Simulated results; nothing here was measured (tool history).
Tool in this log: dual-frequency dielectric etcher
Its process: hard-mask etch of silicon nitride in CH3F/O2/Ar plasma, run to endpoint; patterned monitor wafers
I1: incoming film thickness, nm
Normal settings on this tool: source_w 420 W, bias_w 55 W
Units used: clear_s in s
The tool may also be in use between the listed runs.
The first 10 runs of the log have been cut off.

run 11 hour=863.5 | source_w=420 bias_w=55 | I1=36.18 | clear_s=55.6
run 12 hour=936.1 | source_w=420 bias_w=55 | I1=35.79 | clear_s=54.5
-- hour=983.3 wet clean of the chamber
run 13 hour=986.6 | source_w=420 bias_w=55 | I1=35.97 | clear_s=58.2
run 14 hour=1077.4 | source_w=420 bias_w=55 | I1=35.95 | clear_s=57.9
run 15 hour=1153.8 | source_w=520 bias_w=55 | I1=36.07 | clear_s=51.3
run 16 hour=1259.7 | source_w=420 bias_w=55 | I1=36.21 | clear_s=57.3
-- hour=1287.5 bias power generator calibrated
run 17 hour=1302.5 | source_w=420 bias_w=55 | I1=36.23 | clear_s=57.4
-- hour=1335.8 source power generator calibrated
run 18 hour=1357.4 | source_w=420 bias_w=55 | I1=36.18 | clear_s=55.8
run 19 hour=1396.9 | source_w=420 bias_w=65 | I1=35.99 | clear_s=54
run 20 hour=1491.5 | source_w=340 bias_w=55 | I1=35.73 | clear_s=62.1
-- hour=1578.9 wet clean of the chamber
run 21 hour=1579.4 | source_w=360 bias_w=44 | I1=35.92 | clear_s=67
run 22 hour=1668.4 | source_w=380 bias_w=55 | I1=36.3 | clear_s=61.3
run 23 hour=1758.3 | source_w=420 bias_w=55 | I1=36.03 | clear_s=57.3
run 24 hour=1816.2 | source_w=390 bias_w=66 | I1=36.3 | clear_s=57.7
run 25 hour=1859.7 | source_w=480 bias_w=51 | I1=35.98 | clear_s=53.6
run 26 hour=1919 | source_w=420 bias_w=55 | I1=35.66 | clear_s=56.4
run 27 hour=1988.2 | source_w=490 bias_w=55 | I1=36.01 | clear_s=51.9
run 28 hour=2074.6 | source_w=450 bias_w=68 | I1=36.07 | clear_s=51.8
-- hour=2154.9 wet clean of the chamber
run 29 hour=2155.4 | source_w=330 bias_w=69 | I1=36.25 | clear_s=65
run 30 hour=2203.3 | source_w=420 bias_w=55 | I1=35.9 | clear_s=57.9
run 31 hour=2344 | source_w=420 bias_w=62 | I1=35.78 | clear_s=55.5
run 32 hour=2583 | source_w=320 bias_w=50 | I1=36.13 | clear_s=68.7
run 33 hour=2642 | source_w=490 bias_w=66 | I1=36.19 | clear_s=50.3
-- hour=2721.3 wet clean of the chamber
run 34 hour=2722.7 | source_w=420 bias_w=55 | I1=35.85 | clear_s=59.4

Forecast each of these 5 alternatives for the next run:
run A hour=2723.1 | source_w=510 bias_w=55 | I1=35.78 | clear_s=?
run B hour=2723.1 | source_w=340 bias_w=49 | I1=35.78 | clear_s=?
run C hour=2723.1 | source_w=350 bias_w=69 | I1=35.78 | clear_s=?
run D hour=2723.1 | source_w=470 bias_w=49 | I1=35.78 | clear_s=?
run E hour=2723.1 | source_w=350 bias_w=46 | I1=35.78 | clear_s=?

run=A clear_s=52.4
run=B clear_s=67.7
run=C clear_s=61.2
run=D clear_s=56.1
run=E clear_s=67.4
With no hidden state in the tool, these same runs would have given:
run=A clear_s=52
run=B clear_s=67.1
run=C clear_s=60.7
run=D clear_s=55.7
run=E clear_s=66.8

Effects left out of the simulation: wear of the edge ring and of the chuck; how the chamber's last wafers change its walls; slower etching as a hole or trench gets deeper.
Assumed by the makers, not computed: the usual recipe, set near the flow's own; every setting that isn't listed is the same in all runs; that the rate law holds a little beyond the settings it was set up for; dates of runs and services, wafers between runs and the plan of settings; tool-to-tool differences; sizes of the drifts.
